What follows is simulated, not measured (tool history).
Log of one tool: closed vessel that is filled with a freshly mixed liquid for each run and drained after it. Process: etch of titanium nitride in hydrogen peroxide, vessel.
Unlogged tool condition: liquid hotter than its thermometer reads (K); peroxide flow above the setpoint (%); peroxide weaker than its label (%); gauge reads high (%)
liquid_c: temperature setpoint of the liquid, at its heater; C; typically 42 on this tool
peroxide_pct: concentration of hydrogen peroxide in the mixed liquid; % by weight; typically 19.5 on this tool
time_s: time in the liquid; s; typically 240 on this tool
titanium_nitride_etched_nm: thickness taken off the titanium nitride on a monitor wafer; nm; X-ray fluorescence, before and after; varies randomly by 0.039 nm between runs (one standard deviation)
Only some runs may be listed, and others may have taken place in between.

run,hour,liquid_c,peroxide_pct,time_s,wafers since the last listed run,hours since the thermometer was replaced,hours since the peroxide flow meter was replaced,hours since the drum of peroxide was connected,hours since the gauge calibration,"read-back film thickness of the titanium nitride reference wafer, read on the same gauge (nm)",titanium_nitride_etched_nm
1,0,42,24,125,0,1310.6,1460.6,265.3,215,150.01,3.97
2,23.4,42,15.5,150,1848,1334,1484,288.7,238.4,150.02,4.37
3,35.1,42,18,345,924,1345.7,1495.7,300.4,250.1,150,10.58
4,45.6,42,18,345,829,1356.2,1506.2,310.9,260.6,149.99,10.48
5,57.9,42,18,345,971,1368.5,1518.5,323.2,272.9,150.01,10.44
6,71.6,49,19.5,240,1082,1382.2,1532.2,336.9,286.6,150,12.37
# hour 85.3: gauge calibrated
7,87,49,19.5,240,1216,1397.6,1547.6,352.3,1.7,149.99,12.38
8,97.3,49,19.5,240,813,1407.9,1557.9,362.6,12,150.01,12.4
9,104.6,42,19.5,205,576,1415.2,1565.2,369.9,19.3,150,6.38
10,118,42,19.5,335,1058,1428.6,1578.6,383.3,32.7,149.99,10.38
11,131.2,34.5,18,120,1042,1441.8,1591.8,396.5,45.9,150,2.06
12,145.5,34.5,18,120,1129,1456.1,1606.1,410.8,60.2,150.02,2.07
13,156.2,38.5,25,240,845,1466.8,1616.8,421.5,70.9,149.98,6.07
# hour 164.5: peroxide flow meter replaced
# hour 169.8: new drum of peroxide connected
# hour 170.6: thermometer replaced
14,171.7,42,16,355,1004,1.1,7.2,1.9,86.4,150.03,9
15,186.8,47,19.5,240,1192,16.2,22.3,17,101.5,150,9.15
16,194,49.5,19.5,240,568,23.4,29.5,24.2,108.7,150,11.15
17,247.7,42,19.5,195,4241,77.1,83.2,77.9,162.4,150,5.18
18,259.1,42,19.5,240,900,88.5,94.6,89.3,173.8,150,6.41
19,268.9,34,19.5,365,774,98.3,104.4,99.1,183.6,149.99,5.24
20,276.9,42,23.5,365,631,106.3,112.4,107.1,191.6,150,10.19

Give the tool's hidden conditions for every run:
peroxide flow above the setpoint (%): 0 in every run
peroxide weaker than its label (%): 0 in every run
gauge reads high (%): 0 in every run
H1: liquid hotter than its thermometer reads (K)
run,H1
1,1.96
2,2
3,2.01
4,2.03
5,2.05
6,2.07
7,2.09
8,2.1
9,2.11
10,2.13
11,2.15
12,2.17
13,2.19
14,0.0131
15,0.035
16,0.0455
17,0.124
18,0.14
19,0.155
20,0.166
